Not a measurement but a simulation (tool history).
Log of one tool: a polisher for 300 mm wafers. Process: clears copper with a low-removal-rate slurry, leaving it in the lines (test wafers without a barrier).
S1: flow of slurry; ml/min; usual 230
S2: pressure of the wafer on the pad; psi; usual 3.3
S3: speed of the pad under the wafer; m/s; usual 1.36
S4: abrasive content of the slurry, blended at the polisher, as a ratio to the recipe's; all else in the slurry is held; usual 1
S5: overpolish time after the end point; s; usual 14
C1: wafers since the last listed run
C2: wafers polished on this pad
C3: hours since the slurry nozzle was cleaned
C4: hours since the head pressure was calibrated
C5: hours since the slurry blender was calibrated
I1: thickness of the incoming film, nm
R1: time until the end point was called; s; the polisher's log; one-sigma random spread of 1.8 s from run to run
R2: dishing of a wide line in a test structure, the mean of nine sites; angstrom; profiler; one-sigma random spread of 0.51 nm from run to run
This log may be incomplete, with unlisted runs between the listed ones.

run	hour	S1	S2	S3	S4	S5	C1	C2	C3	C4	C5	I1	R1	R2
1	0	230	3.3	1.36	1.05	14	0	1070	216.2	1030.8	455	405.4	105.9	377
# hour 6.2: worn pad replaced by a new one
2	16.4	230	3.3	1.36	1.05	14	141	115	232.6	1047.2	471.4	398.9	103.8	365
3	26.3	230	3.3	1.36	1.05	14	113	229	242.5	1057.1	481.3	395.6	106.7	381
4	41.7	230	3.3	1.36	1	14	175	404	257.9	1072.5	496.7	400.1	106.5	367
# hour 48.6: slurry nozzle cleaned
5	49.3	230	3.3	1.36	1	14	75	480	0.7	1080.1	504.3	400.6	109.7	370
# hour 64.7: slurry blender recalibrated
6	93	230	3.3	1.36	1	14	476	956	44.4	1123.8	28.3	397.2	103.2	357
7	108.5	230	3.3	1.36	1	14	177	1133	59.9	1139.3	43.8	395	102.3	367
# hour 123.7: worn pad replaced by a new one
8	124.2	230	3.3	1.36	0.95	14	133	6	75.6	1155	59.5	396.8	108.9	363
9	136.3	230	3.3	1.36	1	14	138	144	87.7	1167.1	71.6	399.1	105.1	358
10	146	230	3.3	1.36	1	14	110	255	97.4	1176.8	81.3	400.9	108.4	358
11	155.6	230	3.9	1.84	1	20	109	364	107	1186.4	90.9	397.5	69.3	728
12	169	230	2.8	1.36	1	14	153	517	120.4	1199.8	104.3	403.6	121.5	314
13	176.7	230	3.3	1.36	1	17	87	605	128.1	1207.5	112	403.8	106.4	438
14	184.9	230	2.8	1.36	1	14	93	699	136.3	1215.7	120.2	403.7	123.6	314
15	192.6	230	3.9	1.12	1	8	87	787	144	1223.4	127.9	398.7	107.7	214
16	199.5	230	2.3	1.36	1	14	78	866	150.9	1230.3	134.8	395.1	147.7	273
17	216	170	3.3	1.04	1	7	188	1054	167.4	1246.8	151.3	402.8	144.1	149
# hour 229.1: head pressure recalibrated
18	233.3	230	3.3	1.36	1	9	174	1229	184.7	4.2	168.6	399.5	103.5	249
# hour 244.5: worn pad replaced by a new one
19	248.9	230	3.3	1.36	1	14	132	50	200.3	19.8	184.2	402.2	104.5	367
20	266.6	230	3.3	1.36	0.9	16	202	252	218	37.5	201.9	405	109.7	403
21	282.9	230	2.3	1.74	1	14	186	438	234.3	53.8	218.2	397.8	113.8	336
22	322	230	3.3	1.36	1	14	446	885	273.4	92.9	257.3	392.2	103.3	368
23	332.5	275	3.3	1.02	1	14	119	1005	283.9	103.4	267.8	402.1	137.5	296
24	340.3	230	3.3	1.7	1	14	89	1094	291.7	111.2	275.6	398	85.8	454
25	352.8	230	4.2	1.36	1	14	142	1237	304.2	123.7	288.1	399.1	85.8	454
26	360.9	230	2.6	1.36	1	14	92	1329	312.3	131.8	296.2	407.3	139.4	302
# hour 365.3: worn pad replaced by a new one
27	374.7	230	3.8	1.36	1	19	111	107	326.1	145.6	310	404.4	94.3	535
# hour 380.6: slurry nozzle cleaned
28	392.5	205	3.3	1.36	1	14	191	299	11.9	163.4	327.8	404.6	109.7	366

Give the tool's hidden conditions for every run:
removal rate lost through wear of the pad, %: 0, the same for each run
slurry flow missing at the pad, %: 0, the same for each run
deviation of the head's pressure from its setpoint, %: 0, the same for each run
abrasive missing from the slurry, %: 0, the same for each run
